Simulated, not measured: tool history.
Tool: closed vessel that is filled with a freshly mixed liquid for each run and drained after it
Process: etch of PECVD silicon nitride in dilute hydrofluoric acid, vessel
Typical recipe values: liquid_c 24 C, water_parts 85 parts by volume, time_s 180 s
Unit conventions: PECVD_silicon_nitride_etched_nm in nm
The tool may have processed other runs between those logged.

| run | hour | liquid_c | water_parts | time_s | read-back film thickness of the PECVD silicon nitride reference wafer, read on the same gauge (nm) | PECVD_silicon_nitride_etched_nm |
|---|---|---|---|---|---|---|
| 1 | 0 | 24 | 85 | 180 | 110.01 | 12.59 |
| 2 | 12.1 | 24 | 85 | 180 | 110.01 | 12.47 |
| 3 | 23.2 | 24 | 85 | 180 | 109.99 | 12.55 |
| 4 | 34.1 | 24 | 85 | 180 | 109.98 | 12.53 |
| 5 | 44.8 | 24 | 85 | 180 | 110.01 | 12.66 |
| 6 | 51.4 | 24 | 85 | 180 | 110 | 12.62 |
| 7 | 61.5 | 24 | 85 | 180 | 110.01 | 12.53 |
| 8 | 71.1 | 24 | 85 | 180 | 110 | 12.58 |
| 9 | 79.4 | 24 | 85 | 180 | 109.98 | 12.66 |
| 10 | 85.6 | 24 | 65 | 180 | 110.01 | 16.44 |
| 11 | 93.2 | 24 | 65 | 180 | 109.99 | 16.34 |
|  | 96.2 | hydrofluoric acid flow meter replaced |
| 12 | 99.7 | 24 | 85 | 180 | 110.02 | 13.59 |
| 13 | 116.9 | 24 | 55 | 255 | 110 | 29.03 |
| 14 | 130.6 | 24 | 85 | 180 | 110.01 | 13.42 |
| 15 | 139.2 | 28 | 85 | 235 | 110.02 | 22.58 |
| 16 | 151.5 | 24 | 85 | 180 | 110.02 | 13.59 |
| 17 | 159.6 | 19.5 | 85 | 275 | 110.01 | 15.15 |
| 18 | 169.6 | 24 | 100 | 275 | 110.03 | 17.71 |
| 19 | 175.7 | 27.5 | 100 | 215 | 109.99 | 17.17 |
|  | 183 | gauge calibrated |
| 20 | 183.1 | 26 | 50 | 255 | 109.98 | 36.84 |
| 21 | 195.6 | 24 | 95 | 180 | 109.99 | 12.02 |
|  | 205.5 | hydrofluoric acid flow meter replaced, repeated, since the last time left the tool worse |
| 22 | 208.9 | 19.5 | 70 | 90 | 110.01 | 5.26 |
|  | 215 | thermometer replaced |
| 23 | 234.4 | 19.5 | 115 | 110 | 109.99 | 3.97 |
| 24 | 242.9 | 24 | 85 | 180 | 109.99 | 11.76 |
| 25 | 251.9 | 24 | 85 | 180 | 110.01 | 11.76 |
| 26 | 262.5 | 28 | 85 | 180 | 109.98 | 15.35 |
| 27 | 275.2 | 24 | 85 | 180 | 110 | 11.76 |
| 28 | 281.5 | 19 | 55 | 215 | 110.03 | 15.25 |
| 29 | 290.7 | 24 | 85 | 180 | 110 | 11.81 |
| 30 | 306 | 28 | 125 | 105 | 110 | 6.01 |
| 31 | 332.4 | 24 | 110 | 215 | 109.98 | 10.98 |
| 32 | 342.9 | 24 | 85 | 110 | 110.02 | 7.11 |

For each run, the measured value with the value that run would have given without the tool's hidden condition subtracted. The run-to-run variation is shared by both, the gauge scatter possibly not:
What the log doesn't record here: liquid hotter than its thermometer reads (K); hydrofluoric acid flow above the setpoint (%); gauge reads high (%).
| run | PECVD_silicon_nitride_etched_nm |
|---|---|
| 1 | +0.86 |
| 2 | +0.86 |
| 3 | +0.87 |
| 4 | +0.88 |
| 5 | +0.9 |
| 6 | +0.9 |
| 7 | +0.9 |
| 8 | +0.91 |
| 9 | +0.92 |
| 10 | +1.2 |
| 11 | +1.19 |
| 12 | +1.74 |
| 13 | +3.72 |
| 14 | +1.74 |
| 15 | +2.96 |
| 16 | +1.78 |
| 17 | +1.97 |
| 18 | +2.33 |
| 19 | +2.29 |
| 20 | +4.85 |
| 21 | +1.6 |
| 22 | +0.04 |
| 23 | +0.04 |
| 24 | +0.14 |
| 25 | +0.14 |
| 26 | +0.19 |
| 27 | +0.15 |
| 28 | +0.2 |
| 29 | +0.17 |
| 30 | +0.09 |
| 31 | +0.18 |
| 32 | +0.12 |

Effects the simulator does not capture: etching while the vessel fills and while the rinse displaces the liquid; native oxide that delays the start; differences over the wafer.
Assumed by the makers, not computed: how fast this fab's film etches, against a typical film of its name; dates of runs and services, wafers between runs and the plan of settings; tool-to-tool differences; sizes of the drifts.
